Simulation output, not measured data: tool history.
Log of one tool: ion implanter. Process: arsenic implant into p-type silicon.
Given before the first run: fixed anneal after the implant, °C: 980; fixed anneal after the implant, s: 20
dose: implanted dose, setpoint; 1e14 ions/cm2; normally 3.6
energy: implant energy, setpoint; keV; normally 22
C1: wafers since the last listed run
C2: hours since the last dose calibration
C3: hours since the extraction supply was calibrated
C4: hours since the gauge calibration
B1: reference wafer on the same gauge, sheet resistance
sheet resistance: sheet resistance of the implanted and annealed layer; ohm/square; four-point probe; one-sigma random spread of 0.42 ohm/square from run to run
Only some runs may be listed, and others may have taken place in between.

{"run": 1, "hour": 0.0, "dose": 3.6, "energy": 22, "C1": 0, "C2": 1800.9, "C3": 6613.5, "C4": 214.2, "B1": 246.99, "sheet resistance": 269.26}
{"run": 2, "hour": 16.9, "dose": 3.6, "energy": 22, "C1": 232, "C2": 1817.8, "C3": 6630.4, "C4": 231.1, "B1": 247.06, "sheet resistance": 269.22}
{"run": 3, "hour": 65.0, "dose": 3.6, "energy": 22, "C1": 662, "C2": 1865.9, "C3": 6678.5, "C4": 279.2, "B1": 246.9, "sheet resistance": 268.64}
{"run": 4, "hour": 79.8, "dose": 3.6, "energy": 22, "C1": 203, "C2": 1880.7, "C3": 6693.3, "C4": 294, "B1": 247.07, "sheet resistance": 268.94}
{"run": 5, "hour": 127.2, "dose": 4.37, "energy": 22, "C1": 652, "C2": 1928.1, "C3": 6740.7, "C4": 341.4, "B1": 246.94, "sheet resistance": 233.26}
{"run": 6, "hour": 135.9, "dose": 3.6, "energy": 22, "C1": 119, "C2": 1936.8, "C3": 6749.4, "C4": 350.1, "B1": 246.88, "sheet resistance": 268.12}
{"run": 7, "hour": 189.5, "dose": 3.6, "energy": 22, "C1": 738, "C2": 1990.4, "C3": 6803, "C4": 403.7, "B1": 246.86, "sheet resistance": 269.18}
{"hour": 198.9, "done": "extraction supply calibrated"}
{"run": 8, "hour": 199.4, "dose": 3.6, "energy": 22, "C1": 26, "C2": 2000.3, "C3": 0.5, "C4": 413.6, "B1": 246.88, "sheet resistance": 268.35}
{"hour": 202.4, "done": "gauge calibrated"}
{"hour": 211.8, "done": "Faraday cup replaced and dose calibrated"}
{"run": 9, "hour": 212.3, "dose": 3.6, "energy": 22, "C1": 67, "C2": 0.5, "C3": 13.4, "C4": 9.9, "B1": 247, "sheet resistance": 281.47}
{"run": 10, "hour": 214.3, "dose": 3.6, "energy": 22, "C1": 27, "C2": 2.5, "C3": 15.4, "C4": 11.9, "B1": 246.92, "sheet resistance": 280.79}
{"run": 11, "hour": 230.3, "dose": 3.35, "energy": 25.5, "C1": 220, "C2": 18.5, "C3": 31.4, "C4": 27.9, "B1": 246.98, "sheet resistance": 290.44}
{"run": 12, "hour": 238.1, "dose": 3.35, "energy": 25.5, "C1": 107, "C2": 26.3, "C3": 39.2, "C4": 35.7, "B1": 246.87, "sheet resistance": 289.38}
{"run": 13, "hour": 252.5, "dose": 3.35, "energy": 25.5, "C1": 198, "C2": 40.7, "C3": 53.6, "C4": 50.1, "B1": 247.11, "sheet resistance": 290.55}
{"run": 14, "hour": 269.6, "dose": 3.19, "energy": 22, "C1": 235, "C2": 57.8, "C3": 70.7, "C4": 67.2, "B1": 247.02, "sheet resistance": 306.26}
{"run": 15, "hour": 276.3, "dose": 3.19, "energy": 22, "C1": 92, "C2": 64.5, "C3": 77.4, "C4": 73.9, "B1": 246.97, "sheet resistance": 305.69}
{"run": 16, "hour": 282.8, "dose": 3.6, "energy": 22, "C1": 89, "C2": 71, "C3": 83.9, "C4": 80.4, "B1": 246.87, "sheet resistance": 280.4}
{"run": 17, "hour": 299.7, "dose": 3.6, "energy": 22, "C1": 232, "C2": 87.9, "C3": 100.8, "C4": 97.3, "B1": 246.82, "sheet resistance": 280.19}
{"run": 18, "hour": 316.4, "dose": 3.31, "energy": 25.5, "C1": 229, "C2": 104.6, "C3": 117.5, "C4": 114, "B1": 247.06, "sheet resistance": 291.28}
{"run": 19, "hour": 333.6, "dose": 2.9, "energy": 28.5, "C1": 236, "C2": 121.8, "C3": 134.7, "C4": 131.2, "B1": 246.92, "sheet resistance": 316.67}
{"run": 20, "hour": 347.4, "dose": 3.01, "energy": 29, "C1": 190, "C2": 135.6, "C3": 148.5, "C4": 145, "B1": 246.85, "sheet resistance": 307.58}
{"run": 21, "hour": 355.0, "dose": 2.89, "energy": 15, "C1": 104, "C2": 143.2, "C3": 156.1, "C4": 152.6, "B1": 247.15, "sheet resistance": 345.92}
{"run": 22, "hour": 371.4, "dose": 4.39, "energy": 18.5, "C1": 225, "C2": 159.6, "C3": 172.5, "C4": 169, "B1": 247.05, "sheet resistance": 246.62}
{"run": 23, "hour": 381.8, "dose": 4.06, "energy": 19, "C1": 143, "C2": 170, "C3": 182.9, "C4": 179.4, "B1": 246.98, "sheet resistance": 260.02}
{"run": 24, "hour": 389.0, "dose": 3.03, "energy": 17, "C1": 99, "C2": 177.2, "C3": 190.1, "C4": 186.6, "B1": 247.03, "sheet resistance": 328.92}
{"run": 25, "hour": 402.7, "dose": 4.3, "energy": 17.5, "C1": 188, "C2": 190.9, "C3": 203.8, "C4": 200.3, "B1": 247, "sheet resistance": 251.91}
{"run": 26, "hour": 412.2, "dose": 3.6, "energy": 26, "C1": 130, "C2": 200.4, "C3": 213.3, "C4": 209.8, "B1": 247.01, "sheet resistance": 272.25}
{"run": 27, "hour": 424.2, "dose": 3.6, "energy": 22, "C1": 165, "C2": 212.4, "C3": 225.3, "C4": 221.8, "B1": 246.96, "sheet resistance": 277.79}
{"run": 28, "hour": 441.6, "dose": 3.03, "energy": 28.5, "C1": 239, "C2": 229.8, "C3": 242.7, "C4": 239.2, "B1": 247, "sheet resistance": 305.44}
{"run": 29, "hour": 449.6, "dose": 4.52, "energy": 22, "C1": 110, "C2": 237.8, "C3": 250.7, "C4": 247.2, "B1": 246.95, "sheet resistance": 234.62}
{"run": 30, "hour": 461.7, "dose": 3.6, "energy": 25, "C1": 166, "C2": 249.9, "C3": 262.8, "C4": 259.3, "B1": 246.96, "sheet resistance": 272.52}

List, for all runs, the conditions of the tool that the log does not record:
deviation of the true energy from its setpoint, %: 0 across all the runs
gauge reads high (%): 0 across all the runs
H1: deviation of the true dose from the Faraday cup's reading, %
run=1 H1=5.35
run=2 H1=5.36
run=3 H1=5.39
run=4 H1=5.39
run=5 H1=5.42
run=6 H1=5.42
run=7 H1=5.45
run=8 H1=5.45
run=9 H1=-0.702
run=10 H1=-0.687
run=11 H1=-0.569
run=12 H1=-0.513
run=13 H1=-0.41
run=14 H1=-0.291
run=15 H1=-0.245
run=16 H1=-0.201
run=17 H1=-0.0879
run=18 H1=0.021
run=19 H1=0.13
run=20 H1=0.216
run=21 H1=0.263
run=22 H1=0.362
run=23 H1=0.423
run=24 H1=0.465
run=25 H1=0.544
run=26 H1=0.598
run=27 H1=0.665
run=28 H1=0.76
run=29 H1=0.803
run=30 H1=0.867
